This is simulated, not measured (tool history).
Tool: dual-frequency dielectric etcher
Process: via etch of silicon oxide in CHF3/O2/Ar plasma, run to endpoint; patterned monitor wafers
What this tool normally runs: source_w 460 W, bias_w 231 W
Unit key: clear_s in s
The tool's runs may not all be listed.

| run | hour | source_w | bias_w | wafers since the last listed run | hours since the last wet clean | hours since the last source power generator calibration | hours since the last bias power generator calibration | hours since the last upper electrode change | incoming incoming film thickness, nm | clear_s |
|---|---|---|---|---|---|---|---|---|---|---|
| 1 | 0 | 550 | 185 | 0 | 570.7 | 2804.1 | 3396 | 2274.5 | 744.2 | 367.8 |
| 2 | 40.4 | 550 | 185 | 135 | 611.1 | 2844.5 | 3436.4 | 2314.9 | 743.1 | 366.8 |
|  | 169.2 | wet clean of the chamber |
| 3 | 169.7 | 460 | 231 | 353 | 0.5 | 2973.8 | 3565.7 | 2444.2 | 754.3 | 369.2 |
| 4 | 238.3 | 460 | 231 | 230 | 69.1 | 3042.4 | 3634.3 | 2512.8 | 753.3 | 368.8 |
|  | 304 | source power generator calibrated |
| 5 | 325.7 | 460 | 231 | 279 | 156.5 | 21.7 | 3721.7 | 2600.2 | 748.7 | 374.8 |
| 6 | 378.1 | 460 | 231 | 175 | 208.9 | 74.1 | 3774.1 | 2652.6 | 744.9 | 372.5 |
| 7 | 454.5 | 460 | 231 | 256 | 285.3 | 150.5 | 3850.5 | 2729 | 753.4 | 378.2 |
| 8 | 549 | 530 | 259 | 316 | 379.8 | 245 | 3945 | 2823.5 | 754 | 353.5 |
| 9 | 598.1 | 530 | 259 | 164 | 428.9 | 294.1 | 3994.1 | 2872.6 | 748.5 | 350.6 |
| 10 | 902.4 | 530 | 259 | 1020 | 733.2 | 598.4 | 4298.4 | 3176.9 | 742.1 | 354.4 |
| 11 | 964.6 | 460 | 231 | 208 | 795.4 | 660.6 | 4360.6 | 3239.1 | 758.2 | 388.3 |
| 12 | 1020.9 | 460 | 231 | 188 | 851.7 | 716.9 | 4416.9 | 3295.4 | 745.2 | 379.2 |
| 13 | 1074.3 | 460 | 231 | 179 | 905.1 | 770.3 | 4470.3 | 3348.8 | 740.5 | 378.2 |
|  | 1108.4 | wet clean of the chamber |
| 14 | 1172.4 | 560 | 286 | 248 | 64 | 868.4 | 4568.4 | 3446.9 | 743.1 | 333.6 |
| 15 | 1232.5 | 460 | 272 | 201 | 124.1 | 928.5 | 4628.5 | 3507 | 756.3 | 366.2 |
| 16 | 1303.4 | 460 | 231 | 237 | 195 | 999.4 | 4699.4 | 3577.9 | 748.2 | 376.5 |
| 17 | 1396 | 550 | 185 | 310 | 287.6 | 1092 | 4792 | 3670.5 | 756 | 376.6 |
| 18 | 1465.4 | 460 | 266 | 232 | 357 | 1161.4 | 4861.4 | 3739.9 | 749.9 | 367 |
| 19 | 1527.3 | 460 | 248 | 207 | 418.9 | 1223.3 | 4923.3 | 3801.8 | 755 | 376.8 |
| 20 | 1565.8 | 460 | 231 | 129 | 457.4 | 1261.8 | 4961.8 | 3840.3 | 744.4 | 375.7 |
| 21 | 1635.4 | 570 | 197 | 233 | 527 | 1331.4 | 5031.4 | 3909.9 | 755.6 | 367.4 |
| 22 | 1697.6 | 460 | 231 | 208 | 589.2 | 1393.6 | 5093.6 | 3972.1 | 745.8 | 378.8 |
| 23 | 1788.5 | 550 | 186 | 304 | 680.1 | 1484.5 | 5184.5 | 4063 | 752.9 | 378.6 |
|  | 1860 | bias power generator calibrated |
| 24 | 1861.9 | 540 | 260 | 232 | 753.5 | 1557.9 | 1.9 | 4136.4 | 749.5 | 354.3 |
| 25 | 1947.3 | 540 | 231 | 286 | 838.9 | 1643.3 | 87.3 | 4221.8 | 750.9 | 365.2 |
|  | 1986.3 | wet clean of the chamber |
| 26 | 2046.9 | 460 | 231 | 253 | 60.6 | 1742.9 | 186.9 | 4321.4 | 746 | 373.3 |
|  | 2090.7 | upper electrode replaced |
| 27 | 2104.2 | 540 | 204 | 111 | 117.9 | 1800.2 | 244.2 | 13.5 | 749.4 | 364.5 |
| 28 | 2141 | 460 | 231 | 123 | 154.7 | 1837 | 281 | 50.3 | 753 | 375.9 |
| 29 | 2211.8 | 500 | 193 | 237 | 225.5 | 1907.8 | 351.8 | 121.1 | 749.2 | 379.4 |
| 30 | 2296.4 | 340 | 210 | 283 | 310.1 | 1992.4 | 436.4 | 205.7 | 748.8 | 421.9 |
| 31 | 2361.9 | 460 | 181 | 219 | 375.6 | 2057.9 | 501.9 | 271.2 | 747 | 393.1 |
| 32 | 2678.5 | 510 | 250 | 1061 | 692.2 | 2374.5 | 818.5 | 587.8 | 746.6 | 359.4 |
| 33 | 2774.8 | 340 | 210 | 322 | 788.5 | 2470.8 | 914.8 | 684.1 | 748.5 | 421.7 |
| 34 | 2812 | 460 | 231 | 124 | 825.7 | 2508 | 952 | 721.3 | 752.8 | 380.9 |
|  | 2860.2 | wet clean of the chamber |
| 35 | 2864.6 | 460 | 231 | 95 | 4.4 | 2560.6 | 1004.6 | 773.9 | 754.6 | 373.7 |
| 36 | 2964.6 | 460 | 260 | 335 | 104.4 | 2660.6 | 1104.6 | 873.9 | 747.9 | 359.1 |

Hidden state, per run?
bias power that arrives over what is set, %: 0 at every run
H1: etch rate over this chamber's usual, %
H2: source power that arrives over what is set, %
| run | H1 | H2 |
|---|---|---|
| 1 | -1.93 | 4.97 |
| 2 | -2.04 | 5.11 |
| 3 | 0.192 | 5.56 |
| 4 | 0.00284 | 5.81 |
| 5 | -0.238 | -0.451 |
| 6 | -0.383 | -0.448 |
| 7 | -0.594 | -0.438 |
| 8 | -0.854 | -0.416 |
| 9 | -0.99 | -0.4 |
| 10 | -1.83 | -0.237 |
| 11 | -2 | -0.19 |
| 12 | -2.16 | -0.143 |
| 13 | -2.3 | -0.0956 |
| 14 | -0.303 | 0.000835 |
| 15 | -0.469 | 0.0656 |
| 16 | -0.664 | 0.148 |
| 17 | -0.92 | 0.264 |
| 18 | -1.11 | 0.358 |
| 19 | -1.28 | 0.446 |
| 20 | -1.39 | 0.504 |
| 21 | -1.58 | 0.612 |
| 22 | -1.75 | 0.714 |
| 23 | -2 | 0.871 |
| 24 | -2.21 | 1 |
| 25 | -2.44 | 1.17 |
| 26 | -0.456 | 1.37 |
| 27 | -0.614 | 1.49 |
| 28 | -0.716 | 1.57 |
| 29 | -0.911 | 1.73 |
| 30 | -1.14 | 1.93 |
| 31 | -1.33 | 2.09 |
| 32 | -2.2 | 2.93 |
| 33 | -2.46 | 3.21 |
| 34 | -2.57 | 3.32 |
| 35 | -0.0194 | 3.48 |
| 36 | -0.295 | 3.8 |
